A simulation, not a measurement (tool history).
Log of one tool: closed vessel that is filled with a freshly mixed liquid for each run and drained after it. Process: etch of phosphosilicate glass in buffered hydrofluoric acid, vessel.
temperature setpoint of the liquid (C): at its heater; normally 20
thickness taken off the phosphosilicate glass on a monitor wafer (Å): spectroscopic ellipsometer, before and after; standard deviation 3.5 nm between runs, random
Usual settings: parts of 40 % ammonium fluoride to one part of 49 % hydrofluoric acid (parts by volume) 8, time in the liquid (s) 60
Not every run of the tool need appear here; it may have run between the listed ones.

run     day  temperature setpoint of the liquid (C)  parts of 40 % ammonium fluoride to one part of 49 % hydrofluoric acid (parts by volume)  time in the liquid (s)  read-back film thickness of the phosphosilicate glass reference wafer, read on the same gauge (nm)  thickness taken off the phosphosilicate glass on a monitor wafer (Å)
  1       0                                      20                                                                                        8                      60                                                                                               39.98                                                                4117.1
  2   3.096                                      17                                                                                        8                      50                                                                                               39.97                                                                2872.3
  3   4.817                                      17                                                                                        8                      50                                                                                               40.04                                                                  2887
  4   8.079                                      20                                                                                        8                      60                                                                                               40.03                                                                4049.9
  5  11.521                                      20                                                                                        8                      60                                                                                               39.98                                                                4066.2
  6  15.317                                      20                                                                                        8                      60                                                                                               39.95                                                                4636.7
  7  18.108                                      20                                                                                        8                      70                                                                                               40.06                                                                5486.6
  8  21.996                                      20                                                                                        8                      60                                                                                               40.05                                                                  4668
  9  26.238                                      20                                                                                        8                      30                                                                                               39.99                                                                2326.4
 10  28.408                                      18                                                                                      6.5                      90                                                                                                  40                                                                7689.5
 11  30.038                                      24                                                                                      5.5                      45                                                                                               39.97                                                                6015.5
 12  33.625                                      23                                                                                      9.5                      40                                                                                               40.02                                                                  3057
 13   37.55                                      24                                                                                        7                      75                                                                                               40.01                                                                8245.5
 14  39.079                                      24                                                                                      9.5                      75                                                                                               40.03                                                                6105.1
 15  42.846                                      17                                                                                        8                      60                                                                                                  40                                                                3799.8

Withheld: 3 entries from between the runs. Position of each, and hidden state at the listed run before versus the listed run after:
After run 5, before run 6: gauge calibrated (day 13.579); thermometer replaced (day 14.488)
  liquid colder than its thermometer reads (K): 2.6 -> 0.0429
  difference, measured minus the result without the unlogged condition, thickness taken off the phosphosilicate glass on a monitor wafer (Å): -642.7 -> -10.4
After run 9, before run 10: hydrofluoric acid flow meter replaced (day 26.95)
  liquid colder than its thermometer reads (K): 0.269 -> 0.315
  difference, measured minus the result without the unlogged condition, thickness taken off the phosphosilicate glass on a monitor wafer (Å): -35.4 -> -136.4
